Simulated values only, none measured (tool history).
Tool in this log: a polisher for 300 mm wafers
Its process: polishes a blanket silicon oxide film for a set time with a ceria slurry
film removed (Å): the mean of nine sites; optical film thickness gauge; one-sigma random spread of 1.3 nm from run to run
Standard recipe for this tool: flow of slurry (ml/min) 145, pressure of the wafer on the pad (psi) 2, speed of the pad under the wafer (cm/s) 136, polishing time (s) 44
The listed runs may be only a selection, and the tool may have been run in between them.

run    hour  flow of slurry (ml/min)  pressure of the wafer on the pad (psi)  speed of the pad under the wafer (cm/s)  polishing time (s)  wafers since the last listed run  wafers polished on this pad  hours since the slurry nozzle was cleaned  hours since the head pressure was calibrated  incoming thickness of the incoming film, nm  film removed (Å)
  1       0                      130                                     2.4                                      136                  44                                 0                         1153                                       89.3                                         159.6                                       1222.4              1743
  2    42.8                      130                                     2.4                                      136                  44                               613                         1767                                      132.1                                         202.4                                       1208.1              1696
  3   129.1                      130                                     2.4                                      136                  44                              1237                         3004                                      218.4                                         288.7                                       1222.9              1670
  4   224.5                      125                                       2                                      136                  54                              1367                         4372                                      313.8                                         384.1                                       1216.4              1614
      265.2  -- slurry nozzle cleaned
        279  -- worn pad replaced by a new one
  5   319.7                      145                                       2                                      136                  44                              1293                          584                                       54.5                                         479.3                                       1221.9              1526
  6   423.6                      145                                       2                                      136                  44                              1489                         2073                                      158.4                                         583.2                                         1219              1475
  7   483.3                      145                                       2                                      136                  44                               855                         2929                                      218.1                                         642.9                                       1215.7              1451
  8     587                      145                                       2                                      136                  44                              1486                         4416                                      321.8                                         746.6                                       1224.4              1398
      607.4  -- worn pad replaced by a new one
  9   648.5                      145                                     2.2                                      136                  44                               824                          588                                      383.3                                         808.1                                       1232.7              1631
      698.3  -- slurry nozzle cleaned
 10   752.8                      145                                     1.8                                      136                  44                              1480                         2069                                       54.5                                         912.4                                       1228.9              1310
 11   798.9                      145                                     2.4                                      136                  44                               660                         2730                                      100.6                                         958.5                                         1226              1681
      888.2  -- worn pad replaced by a new one
 12   888.7                      105                                     1.7                                      120                  31                              1230                            6                                      190.4                                        1048.3                                       1216.9               738
 13   927.7                      145                                       2                                      136                  38                               559                          565                                      229.4                                        1087.3                                       1227.6              1312
      970.1  -- head pressure recalibrated
 14  1116.1                      145                                       2                                      136                  44                              2672                         3238                                      417.8                                           146                                       1225.6              1406
     1122.4  -- slurry nozzle cleaned
 15  1199.7                      115                                       2                                      136                  44                              1184                         4422                                       77.3                                         229.6                                       1219.9              1306
     1248.7  -- worn pad replaced by a new one
 16  1280.7                      145                                       2                                      136                  44                              1103                          458                                      158.3                                         310.6                                       1233.6              1520
 17  1325.4                      170                                     1.4                                      136                  44                               640                         1099                                        203                                         355.3                                       1216.3              1074
 18  1396.6                      120                                       2                                      136                  30                              1020                         2119                                      274.2                                         426.5                                       1224.9               936
 19  1441.2                      145                                     2.5                                      112                  44                               639                         2759                                      318.8                                         471.1                                         1212              1487
 20  1522.8                      145                                       2                                       96                  44                              1169                         3929                                      400.4                                         552.7                                       1223.9               988
     1546.7  -- slurry nozzle cleaned
     1584.9  -- worn pad replaced by a new one
 21  1585.4                      145                                     1.8                                      136                  44                               825                            7                                       38.7                                         615.3                                       1206.3              1388

Here are 4 independent what-if runs from the current tool condition. What would each one return?
  A  1585.8                      145                                       2                                      136                  54                                 5                           13                                       39.1                                         615.7                                       1239.1                 ?
  B  1585.8                      145                                     2.2                                      136                  53                                 5                           13                                       39.1                                         615.7                                       1239.1                 ?
  C  1585.8                      105                                     1.8                                      136                  54                                 5                           13                                       39.1                                         615.7                                       1239.1                 ?
  D  1585.8                      130                                       2                                      162                  51                                 5                           13                                       39.1                                         615.7                                       1239.1                 ?

run  film removed (Å)
  A              1886
  B              2036
  C              1573
  D              2074
Without the tool's unlogged condition, the same runs would have read:
run  film removed (Å)
  A              1890
  B              2041
  C              1576
  D              2079
